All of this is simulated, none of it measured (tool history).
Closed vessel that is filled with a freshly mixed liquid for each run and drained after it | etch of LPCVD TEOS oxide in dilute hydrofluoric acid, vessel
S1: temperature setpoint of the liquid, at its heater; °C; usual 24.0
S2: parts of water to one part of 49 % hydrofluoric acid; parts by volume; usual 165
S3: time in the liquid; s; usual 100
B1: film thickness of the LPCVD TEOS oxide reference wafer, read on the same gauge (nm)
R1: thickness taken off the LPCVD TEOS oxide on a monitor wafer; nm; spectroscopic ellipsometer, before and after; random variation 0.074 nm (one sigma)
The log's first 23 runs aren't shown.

run 24 day=12.521 | S1=20.5 S2=130 S3=130 | B1=149.98 | R1=17.25
run 25 day=12.817 | S1=24.0 S2=165 S3=100 | B1=149.99 | R1=11.67
run 26 day=13.529 | S1=24.0 S2=165 S3=125 | B1=149.99 | R1=14.82
run 27 day=14.008 | S1=28.5 S2=165 S3=100 | B1=149.99 | R1=13.83
run 28 day=14.650 | S1=24.0 S2=110 S3=100 | B1=149.98 | R1=18.75
run 29 day=15.371 | S1=24.0 S2=165 S3=100 | B1=150.01 | R1=11.72
run 30 day=16.000 | S1=24.0 S2=240 S3=50 | B1=149.98 | R1=3.77
run 31 day=16.746 | S1=24.0 S2=165 S3=100 | B1=150.01 | R1=11.94
run 32 day=17.788 | S1=24.0 S2=185 S3=100 | B1=149.99 | R1=10.47
run 33 day=18.488 | S1=24.0 S2=165 S3=100 | B1=150.02 | R1=11.97

4 ways to go on from here, each from the tool as it stands after run 33. What would each give?
run A day=18.517 | S1=24.0 S2=165 S3=45 | B1=? | R1=?
run B day=18.517 | S1=28.0 S2=145 S3=140 | B1=? | R1=?
run C day=18.517 | S1=21.0 S2=85 S3=65 | B1=? | R1=?
run D day=18.517 | S1=24.0 S2=190 S3=130 | B1=? | R1=?

run=A B1=150.01 R1=5.48
run=B B1=150.01 R1=23.06
run=C B1=150.01 R1=14.88
run=D B1=150.01 R1=13.39
Without the tool's hidden state the same runs would have given:
run=A R1=5.13
run=B R1=21.60
run=C R1=14.00
run=D R1=12.52
